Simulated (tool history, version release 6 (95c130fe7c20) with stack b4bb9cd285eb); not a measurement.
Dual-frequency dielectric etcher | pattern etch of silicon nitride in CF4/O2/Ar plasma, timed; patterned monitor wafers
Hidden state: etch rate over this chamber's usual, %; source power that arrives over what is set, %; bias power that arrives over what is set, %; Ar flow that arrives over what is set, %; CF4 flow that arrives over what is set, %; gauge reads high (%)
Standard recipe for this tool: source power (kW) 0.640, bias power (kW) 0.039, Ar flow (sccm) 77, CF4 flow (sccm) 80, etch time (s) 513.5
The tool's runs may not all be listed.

run	hour	source power (kW)	bias power (kW)	Ar flow (sccm)	CF4 flow (sccm)	etch time (s)	wafers since the last listed run	hours since the last wet clean	hours since the last source power generator calibration	hours since the last bias power generator calibration	hours since the last Ar flow controller change	hours since the last CF4 flow controller change	hours since the last upper electrode change	hours since the gauge calibration	read-back reference wafer on the same gauge, depth_nm	mean etch depth across the wafer (nm)
1	0.0	0.640	0.039	77	74	513.5	0	38.3	3105.4	89.9	4096.7	77.4	66.1	69.8	1019.8	1156.1
2	14.3	0.520	0.031	77	80	513.5	58	52.6	3119.7	104.2	4111.0	91.7	80.4	84.1	1020.5	899.5
3	24.4	0.640	0.039	68	80	513.5	41	62.7	3129.8	114.3	4121.1	101.8	90.5	94.2	1020.0	1194.1
4	32.2	0.640	0.039	77	80	513.5	31	70.5	3137.6	122.1	4128.9	109.6	98.3	102.0	1020.1	1166.6
# hour 40.9: Ar flow controller replaced
5	42.1	0.640	0.039	77	80	398.5	15	80.4	3147.5	132.0	1.2	119.5	108.2	111.9	1019.8	912.8
6	48.5	0.690	0.039	77	95	513.5	26	86.8	3153.9	138.4	7.6	125.9	114.6	118.3	1021.2	1298.8
7	60.2	0.640	0.039	77	80	513.5	47	98.5	3165.6	150.1	19.3	137.6	126.3	130.0	1019.7	1174.4
8	68.5	0.680	0.030	92	80	513.5	34	106.8	3173.9	158.4	27.6	145.9	134.6	138.3	1020.7	1126.3
9	79.6	0.640	0.039	77	80	513.5	45	117.9	3185.0	169.5	38.7	157.0	145.7	149.4	1018.8	1177.8
10	89.0	0.530	0.044	84	80	658.0	38	127.3	3194.4	178.9	48.1	166.4	155.1	158.8	1019.9	1270.5
# hour 96.4: source power generator calibrated
11	96.9	0.640	0.039	77	80	513.5	15	135.2	0.5	186.8	56.0	174.3	163.0	166.7	1019.5	1170.6
12	111.5	0.640	0.039	77	80	513.5	59	149.8	15.1	201.4	70.6	188.9	177.6	181.3	1020.5	1174.9
13	126.7	0.710	0.039	77	80	513.5	62	165.0	30.3	216.6	85.8	204.1	192.8	196.5	1019.9	1291.9
14	140.9	0.640	0.039	87	92	472.5	58	179.2	44.5	230.8	100.0	218.3	207.0	210.7	1019.2	1085.7
15	148.4	0.480	0.039	77	80	513.5	30	186.7	52.0	238.3	107.5	225.8	214.5	218.2	1019.7	880.6
16	160.6	0.640	0.039	77	80	438.0	49	198.9	64.2	250.5	119.7	238.0	226.7	230.4	1021.4	998.8
17	178.4	0.520	0.043	71	95	513.5	72	216.7	82.0	268.3	137.5	255.8	244.5	248.2	1018.1	1023.4
18	185.6	0.640	0.039	69	80	463.5	29	223.9	89.2	275.5	144.7	263.0	251.7	255.4	1020.1	1076.8
19	202.0	0.640	0.039	77	80	513.5	67	240.3	105.6	291.9	161.1	279.4	268.1	271.8	1019.1	1177.4
20	211.7	0.570	0.046	65	80	409.5	39	250.0	115.3	301.6	170.8	289.1	277.8	281.5	1020.4	895.8
21	228.7	0.640	0.044	77	80	556.5	69	267.0	132.3	318.6	187.8	306.1	294.8	298.5	1020.5	1318.8
22	257.8	0.730	0.039	77	80	405.0	119	296.1	161.4	347.7	216.9	335.2	323.9	327.6	1019.9	1052.0

Hidden state at the last listed run before each entry between runs and at the first one after, where it differs:
Run 4 -> run 5: Ar flow controller replaced (hour 40.9)
  both runs share identical hidden conditions
Run 10 -> run 11: source power generator calibrated (hour 96.4)
  both runs share identical hidden conditions
